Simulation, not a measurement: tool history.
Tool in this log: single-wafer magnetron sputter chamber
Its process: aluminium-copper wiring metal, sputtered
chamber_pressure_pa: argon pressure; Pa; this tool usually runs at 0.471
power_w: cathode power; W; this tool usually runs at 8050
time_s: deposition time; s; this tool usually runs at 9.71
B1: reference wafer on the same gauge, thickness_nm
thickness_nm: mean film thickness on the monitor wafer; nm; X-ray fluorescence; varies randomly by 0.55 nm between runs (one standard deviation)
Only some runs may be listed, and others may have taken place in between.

{"run": 1, "hour": 0.0, "chamber_pressure_pa": 0.471, "power_w": 8050, "time_s": 9.71, "B1": 122.404, "thickness_nm": 138.729}
{"run": 2, "hour": 153.2, "chamber_pressure_pa": 0.471, "power_w": 8050, "time_s": 9.71, "B1": 122.777, "thickness_nm": 138.457}
{"hour": 230.4, "done": "sputter target and shields replaced"}
{"run": 3, "hour": 353.8, "chamber_pressure_pa": 0.471, "power_w": 8050, "time_s": 9.71, "B1": 123.24, "thickness_nm": 138.58}
{"run": 4, "hour": 378.1, "chamber_pressure_pa": 0.542, "power_w": 8050, "time_s": 9.71, "B1": 123.439, "thickness_nm": 135.179}
{"run": 5, "hour": 420.7, "chamber_pressure_pa": 0.542, "power_w": 8050, "time_s": 9.71, "B1": 123.334, "thickness_nm": 134.812}
{"run": 6, "hour": 486.4, "chamber_pressure_pa": 0.542, "power_w": 8050, "time_s": 9.71, "B1": 123.618, "thickness_nm": 134.497}
{"run": 7, "hour": 557.3, "chamber_pressure_pa": 0.471, "power_w": 8050, "time_s": 9.71, "B1": 123.503, "thickness_nm": 138.695}
{"hour": 582.1, "done": "capacitance manometer re-zeroed and calibrated"}
{"hour": 635.3, "done": "sputter target and shields replaced"}
{"run": 8, "hour": 635.8, "chamber_pressure_pa": 0.471, "power_w": 8050, "time_s": 9.71, "B1": 123.783, "thickness_nm": 139.112}
{"run": 9, "hour": 680.5, "chamber_pressure_pa": 0.471, "power_w": 8050, "time_s": 11.18, "B1": 123.776, "thickness_nm": 160.354}
{"run": 10, "hour": 742.4, "chamber_pressure_pa": 0.471, "power_w": 8050, "time_s": 11.18, "B1": 123.812, "thickness_nm": 160.435}
{"run": 11, "hour": 781.2, "chamber_pressure_pa": 0.471, "power_w": 8050, "time_s": 11.18, "B1": 123.82, "thickness_nm": 160.827}
{"run": 12, "hour": 822.6, "chamber_pressure_pa": 0.471, "power_w": 8050, "time_s": 9.71, "B1": 123.948, "thickness_nm": 139.557}
{"run": 13, "hour": 876.2, "chamber_pressure_pa": 0.471, "power_w": 8700, "time_s": 9.71, "B1": 123.987, "thickness_nm": 148.956}
{"hour": 901.3, "done": "gauge calibrated"}
{"run": 14, "hour": 933.4, "chamber_pressure_pa": 0.542, "power_w": 8050, "time_s": 9.71, "B1": 120.783, "thickness_nm": 132.358}
{"run": 15, "hour": 960.9, "chamber_pressure_pa": 0.471, "power_w": 8050, "time_s": 11.18, "B1": 120.867, "thickness_nm": 156.845}
{"hour": 1021.1, "done": "sputter target and shields replaced"}
{"run": 16, "hour": 1022.6, "chamber_pressure_pa": 0.288, "power_w": 6800, "time_s": 11.06, "B1": 121.565, "thickness_nm": 146.405}
{"run": 17, "hour": 1151.4, "chamber_pressure_pa": 0.471, "power_w": 8050, "time_s": 9.71, "B1": 122.28, "thickness_nm": 137.071}
{"run": 18, "hour": 1209.3, "chamber_pressure_pa": 0.573, "power_w": 8050, "time_s": 9.71, "B1": 122.616, "thickness_nm": 132.817}
{"hour": 1302.4, "done": "magnet pack replaced"}
{"run": 19, "hour": 1399.7, "chamber_pressure_pa": 0.471, "power_w": 8050, "time_s": 9.71, "B1": 123.244, "thickness_nm": 137.988}
{"hour": 1408.0, "done": "sputter target and shields replaced"}
{"run": 20, "hour": 1542.1, "chamber_pressure_pa": 0.597, "power_w": 7400, "time_s": 7.85, "B1": 123.691, "thickness_nm": 100.411}
{"run": 21, "hour": 1573.1, "chamber_pressure_pa": 0.314, "power_w": 8050, "time_s": 8.08, "B1": 123.688, "thickness_nm": 122.887}
{"run": 22, "hour": 1608.8, "chamber_pressure_pa": 0.471, "power_w": 8050, "time_s": 10.55, "B1": 123.709, "thickness_nm": 151.957}
{"run": 23, "hour": 1679.6, "chamber_pressure_pa": 0.4, "power_w": 8050, "time_s": 7.94, "B1": 123.914, "thickness_nm": 116.664}
{"run": 24, "hour": 1708.0, "chamber_pressure_pa": 0.342, "power_w": 8050, "time_s": 8.34, "B1": 124.046, "thickness_nm": 124.99}

Alternative continuations, all from the tool just after run 24; predict every row:
{"run": "A", "hour": 1708.4, "chamber_pressure_pa": 0.471, "power_w": 8050, "time_s": 9.71, "B1": "?", "thickness_nm": "?"}
{"run": "B", "hour": 1708.4, "chamber_pressure_pa": 0.337, "power_w": 8050, "time_s": 9.71, "B1": "?", "thickness_nm": "?"}
{"run": "C", "hour": 1708.4, "chamber_pressure_pa": 0.471, "power_w": 9850, "time_s": 9.71, "B1": "?", "thickness_nm": "?"}
{"run": "D", "hour": 1708.4, "chamber_pressure_pa": 0.54, "power_w": 7100, "time_s": 11.57, "B1": "?", "thickness_nm": "?"}

run=A B1=124.159 thickness_nm=139.686
run=B B1=124.159 thickness_nm=147.309
run=C B1=124.159 thickness_nm=164.962
run=D B1=124.159 thickness_nm=146.548
The same runs, with their run-to-run variation unchanged, on a tool lacking any hidden condition would have given:
run=A thickness_nm=135.121
run=B thickness_nm=142.494
run=C thickness_nm=159.571
run=D thickness_nm=141.758

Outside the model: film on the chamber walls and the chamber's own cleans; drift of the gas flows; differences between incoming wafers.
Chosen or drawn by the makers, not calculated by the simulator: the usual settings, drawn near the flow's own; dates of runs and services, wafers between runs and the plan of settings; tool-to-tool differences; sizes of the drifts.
